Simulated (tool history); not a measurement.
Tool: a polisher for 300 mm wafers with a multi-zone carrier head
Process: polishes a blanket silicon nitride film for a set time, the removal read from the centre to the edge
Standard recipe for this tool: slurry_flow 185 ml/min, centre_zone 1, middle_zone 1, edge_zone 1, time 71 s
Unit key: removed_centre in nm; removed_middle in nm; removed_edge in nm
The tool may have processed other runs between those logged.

run   hour  slurry_flow  centre_zone  middle_zone  edge_zone  time  wafers since the last listed run  wafers polished on this pad  hours since the slurry nozzle was cleaned  hours since the centre zone pressure was calibrated  hours since the edge zone pressure was calibrated  hours since the carrier head's membrane was replaced  incoming thickness of the incoming film, nm  removed_centre  removed_middle  removed_edge
  1      0          185            1         1.03          1    71                                 0                            2                                      459.5                                                827.1                                              547.7                                                   3.6                                        735.8           146.6           144.3         148.4
       5.5  -- centre zone pressure recalibrated
  2   16.3          185            1         1.03          1    71                                78                           81                                      475.8                                                 10.8                                                564                                                  19.9                                        745.1           146.9           146.4         149.1
  3   45.3          185            1         1.03          1    71                               159                          241                                      504.8                                                 39.8                                                593                                                  48.9                                        742.8             143           145.1         148.7
  4   59.3          185            1            1          1    71                                77                          318                                      518.8                                                 53.8                                                607                                                  62.9                                        736.3           145.2           141.1         148.1
  5   80.6          185            1            1          1    71                               117                          435                                      540.1                                                 75.1                                              628.3                                                  84.2                                        751.6           145.5           141.7         149.1
  6  105.4          185         0.92            1          1    50                               136                          572                                      564.9                                                 99.9                                              653.1                                                   109                                        723.4            88.5            99.3           105
  7    133          185            1            1          1    71                               152                          724                                      592.5                                                127.5                                              680.7                                                 136.6                                        738.1           141.3           141.9         147.1
  8  163.5          235         0.94            1       1.07    62                               167                          892                                        623                                                  158                                              711.2                                                 167.1                                          738           118.8           130.4         142.5
     188.1  -- edge zone pressure recalibrated
  9  190.3          185            1            1          1    58                               136                         1028                                      649.8                                                184.8                                                2.2                                                 193.9                                        756.7           115.7           114.5         122.2
       198  -- worn pad replaced by a new one
 10    212          245            1            1          1    71                                97                           76                                      671.5                                                206.5                                               23.9                                                 215.6                                        750.9           151.3           150.2         153.1
     223.6  -- slurry nozzle cleaned
 11  246.9          185         1.04            1       0.95    81                               186                          263                                       23.3                                                241.4                                               58.8                                                 250.5                                        749.1           187.1           174.1         172.6
 12  279.4          185            1            1          1    71                               178                          442                                       55.8                                                273.9                                               91.3                                                   283                                        735.5           153.4           152.8         154.7
 13  300.7          185         0.96            1       1.04    71                               117                          559                                       77.1                                                295.2                                              112.6                                                 304.3                                        741.2           143.6           149.5           157

Run 14 has not been measured yet. What should we expect?
 14   378          245            1            1          1    71                               425                          985                                      154.4                                                372.5                                              189.9                                                 381.6                                        735.9               ?               ?             ?

{"run 14": {"removed_centre": 158.7, "removed_middle": 155, "removed_edge": 158.6}}
Take away the tool's hidden state, keep the run-to-run variation as it was, and the same run would have given removed_centre 164.4 nm, removed_middle 160 nm, removed_edge 162.4 nm.

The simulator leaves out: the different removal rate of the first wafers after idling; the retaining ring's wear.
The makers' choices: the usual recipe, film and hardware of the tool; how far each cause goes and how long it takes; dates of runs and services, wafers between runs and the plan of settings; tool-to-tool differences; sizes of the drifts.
